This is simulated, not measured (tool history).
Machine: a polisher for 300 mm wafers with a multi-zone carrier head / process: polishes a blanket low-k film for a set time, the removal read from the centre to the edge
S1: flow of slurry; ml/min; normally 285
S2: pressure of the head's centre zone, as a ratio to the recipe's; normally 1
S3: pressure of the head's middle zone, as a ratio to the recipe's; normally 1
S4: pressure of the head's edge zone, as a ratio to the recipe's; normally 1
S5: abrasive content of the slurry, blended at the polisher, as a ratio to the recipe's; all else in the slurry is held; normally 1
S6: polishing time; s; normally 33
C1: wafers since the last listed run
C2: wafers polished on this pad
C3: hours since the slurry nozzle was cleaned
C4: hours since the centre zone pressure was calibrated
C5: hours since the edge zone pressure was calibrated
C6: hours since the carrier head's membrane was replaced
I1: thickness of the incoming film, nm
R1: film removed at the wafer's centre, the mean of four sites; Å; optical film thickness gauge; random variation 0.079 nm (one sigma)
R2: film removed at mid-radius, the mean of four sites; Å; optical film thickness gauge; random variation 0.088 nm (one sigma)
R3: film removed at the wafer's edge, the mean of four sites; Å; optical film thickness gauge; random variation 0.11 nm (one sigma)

run    hour   S1    S2    S3    S4   S5  S6    C1    C2     C3     C4      C5     C6     I1   R1   R2   R3
  1       0  285     1     1  0.92    1  33     0  7384  490.8  215.8   209.9  495.2  702.2  117  116  113
       69.9  -- worn pad replaced by a new one
  2    84.8  285     1     1     1    1  33  1192   219  575.6  300.6   294.7    580  710.3  120  122  122
  3   168.9  285     1     1     1  1.1  33  1240  1459  659.7  384.7   378.8  664.1  695.2  122  124  124
      195.2  -- slurry nozzle cleaned
  4   239.5  190  0.96     1     1    1  33  1026  2486   44.3  455.3   449.4  734.7  714.3  106  111  113
      321.4  -- carrier head's membrane replaced by a new one
  5   341.4  285     1     1     1    1  33  1429  3916  146.2  557.2   551.3     20  706.3  117  119  120
  6   420.8  285     1     1     1    1  33  1171  5087  225.6  636.6   630.7   99.4  698.7  116  119  118
      457.1  -- centre zone pressure recalibrated
  7   495.2  285     1     1     1  1.2  43  1068  6155    300   38.1   705.1  173.8  693.8  163  164  162
  8   605.5  285     1     1     1    1  33  1627  7782  410.3  148.4   815.4  284.1  710.8  116  118  117
      651.9  -- worn pad replaced by a new one
  9   693.5  285     1     1   0.9    1  33  1239   613  498.3  236.4   903.4  372.1  701.7  119  122  115
 10   742.1  285     1     1     1    1  33   716  1330  546.9    285     952  420.7  685.8  117  120  120
      829.5  -- slurry nozzle cleaned
 11   838.2  285  1.05     1     1    1  24  1402  2733    8.7  381.1  1048.1  516.8  698.3   90   86   87
 12   885.6  285  0.89     1     1    1  33   699  3433   56.1  428.5  1095.5  564.2  710.6  105  119  120
 13   954.3  285     1  1.08     1  0.9  33  1013  4446  124.8  497.2  1164.2  632.9  702.8  113  123  113
      966.9  -- carrier head's membrane replaced by a new one
 14  1053.1  330     1  1.07     1    1  33  1383  5830  223.6    596    1263   86.2  711.3  119  126  120
 15  1127.9  285  0.96     1     1    1  42  1103  6933  298.4  670.8  1337.8    161    701  140  147  150
 16  1202.9  285     1  1.04  0.92    1  22  1106  8040  373.4  745.8  1412.8    236  691.1   77   80   73
     1235.2  -- worn pad replaced by a new one
     1247.1  -- centre zone pressure recalibrated
 17  1300.8  285     1     1     1    1  33  1355   938  471.3   53.7  1510.7  333.9  704.4  119  121  120
 18  1355.8  285  1.05     1  1.06  0.9  33   811  1749  526.3  108.7  1565.7  388.9  706.8  122  116  120
     1395.7  -- edge zone pressure recalibrated
     1498.4  -- slurry nozzle cleaned
 19  1585.6  205  1.07     1     1    1  33  3345  5095   87.2  338.5   189.9  618.7  706.6  121  113  116
     1605.8  -- carrier head's membrane replaced by a new one
 20  1653.9  285  1.05     1  1.06  0.9  33   933  6029  155.5  406.8   258.2   48.1  693.8  117  112  118

Consider 5 possible next runs. They are alternatives, not a sequence: every one starts from the tool as it was left by run 20. What does each give?
  A  1654.3  285     1     1  0.93     1  33   5  6035  155.9  407.2  258.6  48.5  689.5   ?   ?   ?
  B  1654.3  285     1  1.09     1  0.75  33   5  6035  155.9  407.2  258.6  48.5  689.5   ?   ?   ?
  C  1654.3  220  1.05     1  1.09   1.1  33   5  6035  155.9  407.2  258.6  48.5  689.5   ?   ?   ?
  D  1654.3  285  0.91     1     1     1  33   5  6035  155.9  407.2  258.6  48.5  689.5   ?   ?   ?
  E  1654.3  285     1     1     1     1  26   5  6035  155.9  407.2  258.6  48.5  689.5   ?   ?   ?

run   R1   R2   R3
  A  117  117  114
  B  106  114  107
  C  122  117  124
  D  106  118  118
  E   92   93   93
Stripped of hidden state, with their random variation kept, the same runs would have yielded:
run   R1   R2   R3
  A  120  121  117
  B  109  117  110
  C  125  121  127
  D  109  121  121
  E   94   95   95

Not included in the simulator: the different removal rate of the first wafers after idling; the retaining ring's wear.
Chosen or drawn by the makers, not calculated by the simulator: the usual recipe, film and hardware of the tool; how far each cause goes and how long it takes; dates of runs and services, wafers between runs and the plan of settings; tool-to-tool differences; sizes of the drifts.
